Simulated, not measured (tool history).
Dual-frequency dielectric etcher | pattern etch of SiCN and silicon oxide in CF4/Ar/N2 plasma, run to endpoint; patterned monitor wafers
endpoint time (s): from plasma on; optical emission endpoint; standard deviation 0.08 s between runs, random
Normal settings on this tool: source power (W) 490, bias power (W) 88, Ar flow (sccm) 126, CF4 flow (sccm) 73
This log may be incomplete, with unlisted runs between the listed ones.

run,hour,source power (W),bias power (W),Ar flow (sccm),CF4 flow (sccm),"incoming incoming film thickness, nm",endpoint time (s)
1,0,490,88,126,73,9.3,10
2,30.8,490,88,126,73,9.32,10.1
3,65.7,490,88,126,73,9.29,10.1
# hour 80.7: source power generator calibrated
4,92.8,490,88,126,73,9.28,9.9
# hour 112.2: CF4 flow controller replaced
5,112.7,490,88,126,73,9.36,9.9
6,143,490,88,126,73,9.25,9.9
7,160.4,490,88,126,73,9.34,9.9
8,193,490,88,95,65,9.24,10
9,223.5,490,81,126,73,9.34,10.1
10,257.8,580,88,137,73,9.42,8.8
# hour 285.8: upper electrode replaced
# hour 287.6: Ar flow controller replaced
11,288.1,490,88,126,73,9.33,9.7
# hour 314.7: wet clean of the chamber
12,315.2,490,88,148,73,9.21,10.2
13,329.2,490,88,126,73,9.33,10.2
14,360.2,490,105,157,73,9.34,9.8
15,381.5,490,88,126,73,9.25,10.1
16,405.5,410,80,158,62,9.38,12.6
# hour 417.9: bias power generator calibrated
17,436.1,560,71,153,84,9.3,9.5
18,460.5,450,110,113,56,9.31,10.7
19,479.1,490,66,126,73,9.34,10.7
20,502.5,490,79,144,91,9.24,9.9
21,514.6,600,88,137,60,9.29,9.3
22,543.1,490,88,126,73,9.34,10
23,572.3,590,88,126,73,9.27,8.7
24,584.8,490,88,126,73,9.31,9.9

Alternative continuations, all from the tool just after run 24; predict every row:
A,585.2,490,88,99,73,9.32,?
B,585.2,410,88,126,73,9.32,?
C,585.2,490,101,126,62,9.32,?
D,585.2,440,109,126,73,9.32,?

run,endpoint time (s)
A,9.7
B,11.3
C,10
D,10.1
Without the tool's unlogged condition, the same runs would have read:
run,endpoint time (s)
A,10
B,11.6
C,10.3
D,10.4

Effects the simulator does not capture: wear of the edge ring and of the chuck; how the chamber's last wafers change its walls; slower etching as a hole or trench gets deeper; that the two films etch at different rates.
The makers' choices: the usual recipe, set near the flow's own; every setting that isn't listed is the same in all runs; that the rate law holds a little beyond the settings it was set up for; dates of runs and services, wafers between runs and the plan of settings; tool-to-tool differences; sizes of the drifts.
